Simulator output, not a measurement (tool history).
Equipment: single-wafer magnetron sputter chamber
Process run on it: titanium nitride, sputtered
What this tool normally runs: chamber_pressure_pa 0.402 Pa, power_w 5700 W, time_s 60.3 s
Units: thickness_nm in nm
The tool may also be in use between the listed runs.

run,hour,chamber_pressure_pa,power_w,time_s,"read-back reference wafer on the same gauge, thickness_nm",thickness_nm
1,0,0.402,5700,60.3,58.919,63.507
2,14.9,0.402,5700,60.3,58.891,63.505
# hour 18.5: gauge calibrated
3,31.9,0.402,5700,60.3,58.881,63.612
4,59.8,0.402,6400,60.3,58.923,71.275
5,86.1,0.402,6400,60.3,58.911,71.3
6,113.4,0.402,5700,60.3,58.913,63.456
7,132,0.402,5700,60.3,58.887,63.561
# hour 180.1: magnet pack replaced
8,193,0.402,5700,48.4,58.881,50.994
# hour 212.9: gauge calibrated
# hour 239.8: sputter target and shields replaced
9,244.6,0.454,5700,60.3,58.877,61.736
# hour 255.4: capacitance manometer re-zeroed and calibrated
10,270.6,0.402,5700,70.9,58.925,74.476
11,292.6,0.548,5200,51.4,58.872,46.026
12,307.7,0.402,5700,60.3,58.983,63.299
13,320,0.295,4850,67,58.898,63.051

Estimate the outcome of run 14 from the log above:
14,360.1,0.462,5700,55.1,?,?

{"run 14": {"read-back reference wafer on the same gauge, thickness_nm": 58.925, "thickness_nm": 56.436}}
Take away the tool's hidden state, keep the run-to-run variation as it was, and the same run would have given thickness_nm 56.436 nm.

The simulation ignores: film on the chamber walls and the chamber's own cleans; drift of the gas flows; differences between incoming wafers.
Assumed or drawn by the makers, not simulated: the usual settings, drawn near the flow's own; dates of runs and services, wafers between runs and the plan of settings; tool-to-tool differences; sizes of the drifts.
